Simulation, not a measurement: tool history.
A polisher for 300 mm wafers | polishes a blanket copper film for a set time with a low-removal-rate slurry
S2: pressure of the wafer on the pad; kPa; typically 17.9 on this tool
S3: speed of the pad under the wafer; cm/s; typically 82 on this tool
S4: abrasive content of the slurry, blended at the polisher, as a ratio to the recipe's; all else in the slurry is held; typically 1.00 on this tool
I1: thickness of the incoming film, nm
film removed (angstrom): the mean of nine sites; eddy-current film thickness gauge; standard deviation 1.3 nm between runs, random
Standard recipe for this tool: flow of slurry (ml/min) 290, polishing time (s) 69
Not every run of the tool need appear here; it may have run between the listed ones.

Run 1, hour 0.0: usual settings; I1 1265.9. Result: film removed (angstrom) 1127.
Run 2, hour 17.5: usual settings; I1 1274.0. Result: film removed (angstrom) 1089.
At hour 32.7: worn pad replaced by a new one.
At hour 35.2: slurry blender recalibrated.
Run 3, hour 69.4: usual settings; I1 1295.6. Result: film removed (angstrom) 1167.
Run 4, hour 76.1: usual settings but polishing time (s) 62; I1 1270.3. Result: film removed (angstrom) 1052.
Run 5, hour 83.7: usual settings but polishing time (s) 62; I1 1295.4. Result: film removed (angstrom) 1051.
Run 6, hour 96.4: usual settings; I1 1261.5. Result: film removed (angstrom) 1145.
Run 7, hour 104.1: usual settings but S4 1.20, polishing time (s) 64; I1 1274.9. Result: film removed (angstrom) 1076.
At hour 133.6: worn pad replaced by a new one.
Run 8, hour 152.4: usual settings but S4 1.20, polishing time (s) 64; I1 1287.1. Result: film removed (angstrom) 1143.
Run 9, hour 160.1: usual settings; I1 1308.6. Result: film removed (angstrom) 1186.
Run 10, hour 167.0: usual settings; I1 1281.6. Result: film removed (angstrom) 1181.
Run 11, hour 186.6: usual settings; I1 1257.2. Result: film removed (angstrom) 1148.
Run 12, hour 195.1: usual settings; I1 1259.3. Result: film removed (angstrom) 1145.
Run 13, hour 209.1: usual settings; I1 1262.3. Result: film removed (angstrom) 1114.
At hour 214.5: slurry blender recalibrated.
At hour 215.0: worn pad replaced by a new one.
Run 14, hour 244.5: usual settings but S2 19.3 kPa; I1 1259.9. Result: film removed (angstrom) 1235.
At hour 273.3: slurry nozzle cleaned.
Run 15, hour 277.3: usual settings but flow of slurry (ml/min) 220, polishing time (s) 63; I1 1273.2. Result: film removed (angstrom) 1004.
At hour 283.5: head pressure recalibrated.
At hour 307.9: worn pad replaced by a new one.
Run 16, hour 320.5: usual settings but flow of slurry (ml/min) 190, S2 20.7 kPa, S4 1.10; I1 1279.7. Result: film removed (angstrom) 1291.
Run 17, hour 338.0: usual settings but flow of slurry (ml/min) 330; I1 1264.6. Result: film removed (angstrom) 1190.
Run 18, hour 353.5: usual settings; I1 1286.3. Result: film removed (angstrom) 1150.
Run 19, hour 367.5: usual settings but S4 1.10; I1 1286.2. Result: film removed (angstrom) 1148.
Run 20, hour 373.7: usual settings but flow of slurry (ml/min) 205, polishing time (s) 50; I1 1291.2. Result: film removed (angstrom) 823.
Run 21, hour 379.9: usual settings but flow of slurry (ml/min) 375, S3 70 cm/s, polishing time (s) 85; I1 1273.6. Result: film removed (angstrom) 1221.
Run 22, hour 394.4: usual settings; I1 1276.9. Result: film removed (angstrom) 1111.
At hour 410.4: worn pad replaced by a new one.
Run 23, hour 410.9: usual settings but flow of slurry (ml/min) 220, S3 96 cm/s, S4 0.90; I1 1281.4. Result: film removed (angstrom) 1352.
At hour 415.6: slurry blender recalibrated.
Run 24, hour 416.1: usual settings; I1 1281.5. Result: film removed (angstrom) 1173.
Run 25, hour 433.6: usual settings; I1 1277.4. Result: film removed (angstrom) 1174.
Run 26, hour 440.6: usual settings but S2 14.5 kPa, S4 1.15; I1 1284.9. Result: film removed (angstrom) 1058.
Run 27, hour 453.7: usual settings but flow of slurry (ml/min) 235, S4 0.85; I1 1280.4. Result: film removed (angstrom) 1119.
Run 28, hour 468.2: usual settings; I1 1284.5. Result: film removed (angstrom) 1120.

Consider 3 possible next runs. They are alternatives, not a sequence: every one starts from the tool as it was left by run 28. What does each give?
Run A, hour 468.6: usual settings but S3 54 cm/s; I1 1262.5. Result: film removed (angstrom) ?.
Run B, hour 468.6: usual settings but S2 14.5 kPa, S3 98 cm/s, polishing time (s) 89; I1 1262.5. Result: film removed (angstrom) ?.
Run C, hour 468.6: usual settings but S2 16.5 kPa; I1 1262.5. Result: film removed (angstrom) ?.

run  film removed (angstrom)
  A                      763
  B                     1564
  C                     1101
With no hidden state in the tool, these same runs would have given:
run  film removed (angstrom)
  A                      799
  B                     1639
  C                     1154

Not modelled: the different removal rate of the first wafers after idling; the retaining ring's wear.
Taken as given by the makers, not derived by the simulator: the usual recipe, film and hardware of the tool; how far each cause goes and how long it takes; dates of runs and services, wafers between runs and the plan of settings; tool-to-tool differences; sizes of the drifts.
